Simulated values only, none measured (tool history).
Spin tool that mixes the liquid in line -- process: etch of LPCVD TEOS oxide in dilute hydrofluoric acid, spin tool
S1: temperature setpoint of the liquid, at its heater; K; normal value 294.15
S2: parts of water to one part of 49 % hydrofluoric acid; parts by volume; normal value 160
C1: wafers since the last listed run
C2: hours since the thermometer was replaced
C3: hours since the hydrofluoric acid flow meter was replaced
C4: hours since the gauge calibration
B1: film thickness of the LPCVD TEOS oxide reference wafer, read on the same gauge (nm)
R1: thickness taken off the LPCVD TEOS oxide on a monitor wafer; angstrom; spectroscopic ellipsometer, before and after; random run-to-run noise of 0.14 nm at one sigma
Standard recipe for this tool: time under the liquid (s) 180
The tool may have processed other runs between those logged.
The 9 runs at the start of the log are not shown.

{"run": 10, "hour": 415.6, "S1": 294.15, "S2": 160, "time under the liquid (s)": 180, "C1": 331, "C2": 466.9, "C3": 320.3, "C4": 2124.7, "B1": 49.99, "R1": 265.9}
{"run": 11, "hour": 479.9, "S1": 294.15, "S2": 160, "time under the liquid (s)": 180, "C1": 309, "C2": 531.2, "C3": 384.6, "C4": 2189, "B1": 50.04, "R1": 266.1}
{"run": 12, "hour": 523.2, "S1": 296.65, "S2": 210, "time under the liquid (s)": 120, "C1": 208, "C2": 574.5, "C3": 427.9, "C4": 2232.3, "B1": 49.99, "R1": 140.2}
{"run": 13, "hour": 551.5, "S1": 294.15, "S2": 120, "time under the liquid (s)": 135, "C1": 136, "C2": 602.8, "C3": 456.2, "C4": 2260.6, "B1": 50.03, "R1": 276.1}
{"run": 14, "hour": 598.2, "S1": 296.15, "S2": 115, "time under the liquid (s)": 220, "C1": 224, "C2": 649.5, "C3": 502.9, "C4": 2307.3, "B1": 50.02, "R1": 511.1}
{"run": 15, "hour": 790.2, "S1": 294.15, "S2": 160, "time under the liquid (s)": 180, "C1": 924, "C2": 841.5, "C3": 694.9, "C4": 2499.3, "B1": 50, "R1": 262.8}
{"run": 16, "hour": 816.9, "S1": 294.15, "S2": 160, "time under the liquid (s)": 180, "C1": 128, "C2": 868.2, "C3": 721.6, "C4": 2526, "B1": 49.99, "R1": 261.2}
{"hour": 821.1, "done": "gauge calibrated"}
{"run": 17, "hour": 841.9, "S1": 290.65, "S2": 160, "time under the liquid (s)": 180, "C1": 120, "C2": 893.2, "C3": 746.6, "C4": 20.8, "B1": 50.02, "R1": 228.8}
{"run": 18, "hour": 867.5, "S1": 294.15, "S2": 160, "time under the liquid (s)": 275, "C1": 123, "C2": 918.8, "C3": 772.2, "C4": 46.4, "B1": 50.01, "R1": 398.7}
{"run": 19, "hour": 907.9, "S1": 294.15, "S2": 160, "time under the liquid (s)": 285, "C1": 194, "C2": 959.2, "C3": 812.6, "C4": 86.8, "B1": 50.02, "R1": 414.8}
{"run": 20, "hour": 950.4, "S1": 294.15, "S2": 160, "time under the liquid (s)": 180, "C1": 204, "C2": 1001.7, "C3": 855.1, "C4": 129.3, "B1": 50, "R1": 263.3}
{"run": 21, "hour": 1015.9, "S1": 297.15, "S2": 110, "time under the liquid (s)": 180, "C1": 315, "C2": 1067.2, "C3": 920.6, "C4": 194.8, "B1": 50, "R1": 452.1}
{"run": 22, "hour": 1079.4, "S1": 298.15, "S2": 185, "time under the liquid (s)": 180, "C1": 305, "C2": 1130.7, "C3": 984.1, "C4": 258.3, "B1": 50, "R1": 254.3}
{"run": 23, "hour": 1118.1, "S1": 291.65, "S2": 85, "time under the liquid (s)": 260, "C1": 186, "C2": 1169.4, "C3": 1022.8, "C4": 297, "B1": 49.99, "R1": 687.8}
{"run": 24, "hour": 1173.9, "S1": 294.15, "S2": 160, "time under the liquid (s)": 180, "C1": 268, "C2": 1225.2, "C3": 1078.6, "C4": 352.8, "B1": 50.01, "R1": 258.3}
{"run": 25, "hour": 1239.5, "S1": 296.15, "S2": 160, "time under the liquid (s)": 180, "C1": 315, "C2": 1290.8, "C3": 1144.2, "C4": 418.4, "B1": 49.99, "R1": 280}
{"run": 26, "hour": 1271.0, "S1": 294.15, "S2": 160, "time under the liquid (s)": 180, "C1": 151, "C2": 1322.3, "C3": 1175.7, "C4": 449.9, "B1": 49.99, "R1": 259.6}
{"hour": 1281.7, "done": "hydrofluoric acid flow meter replaced"}
{"run": 27, "hour": 1323.8, "S1": 294.15, "S2": 160, "time under the liquid (s)": 180, "C1": 249, "C2": 1375.1, "C3": 42.1, "C4": 502.7, "B1": 50.02, "R1": 260.9}
{"run": 28, "hour": 1453.3, "S1": 292.65, "S2": 230, "time under the liquid (s)": 180, "C1": 623, "C2": 1504.6, "C3": 171.6, "C4": 632.2, "B1": 50, "R1": 159.3}
{"run": 29, "hour": 1522.2, "S1": 291.15, "S2": 85, "time under the liquid (s)": 115, "C1": 331, "C2": 1573.5, "C3": 240.5, "C4": 701.1, "B1": 50.02, "R1": 296.9}
{"run": 30, "hour": 1591.7, "S1": 294.15, "S2": 160, "time under the liquid (s)": 180, "C1": 334, "C2": 1643, "C3": 310, "C4": 770.6, "B1": 50.03, "R1": 257.3}
{"run": 31, "hour": 1645.1, "S1": 295.65, "S2": 215, "time under the liquid (s)": 260, "C1": 256, "C2": 1696.4, "C3": 363.4, "C4": 824, "B1": 50, "R1": 276.2}
{"run": 32, "hour": 1694.4, "S1": 294.15, "S2": 160, "time under the liquid (s)": 180, "C1": 237, "C2": 1745.7, "C3": 412.7, "C4": 873.3, "B1": 49.99, "R1": 256.1}

Below are 5 alternative next runs, each starting from the tool's condition after run 32. Predict each:
{"run": "A", "hour": 1694.9, "S1": 294.15, "S2": 215, "time under the liquid (s)": 180, "C1": 2, "C2": 1746.2, "C3": 413.2, "C4": 873.8, "B1": "?", "R1": "?"}
{"run": "B", "hour": 1694.9, "S1": 296.65, "S2": 180, "time under the liquid (s)": 215, "C1": 2, "C2": 1746.2, "C3": 413.2, "C4": 873.8, "B1": "?", "R1": "?"}
{"run": "C", "hour": 1694.9, "S1": 294.15, "S2": 160, "time under the liquid (s)": 280, "C1": 2, "C2": 1746.2, "C3": 413.2, "C4": 873.8, "B1": "?", "R1": "?"}
{"run": "D", "hour": 1694.9, "S1": 290.65, "S2": 90, "time under the liquid (s)": 250, "C1": 2, "C2": 1746.2, "C3": 413.2, "C4": 873.8, "B1": "?", "R1": "?"}
{"run": "E", "hour": 1694.9, "S1": 298.15, "S2": 95, "time under the liquid (s)": 90, "C1": 2, "C2": 1746.2, "C3": 413.2, "C4": 873.8, "B1": "?", "R1": "?"}

run=A B1=50.01 R1=181.8
run=B B1=50.01 R1=295.6
run=C B1=50.01 R1=401.2
run=D B1=50.01 R1=592.5
run=E B1=50.01 R1=273.8
Stripped of hidden state, with their random variation kept, the same runs would have yielded:
run=A R1=190.6
run=B R1=309.8
run=C R1=421.3
run=D R1=624.6
run=E R1=287.6
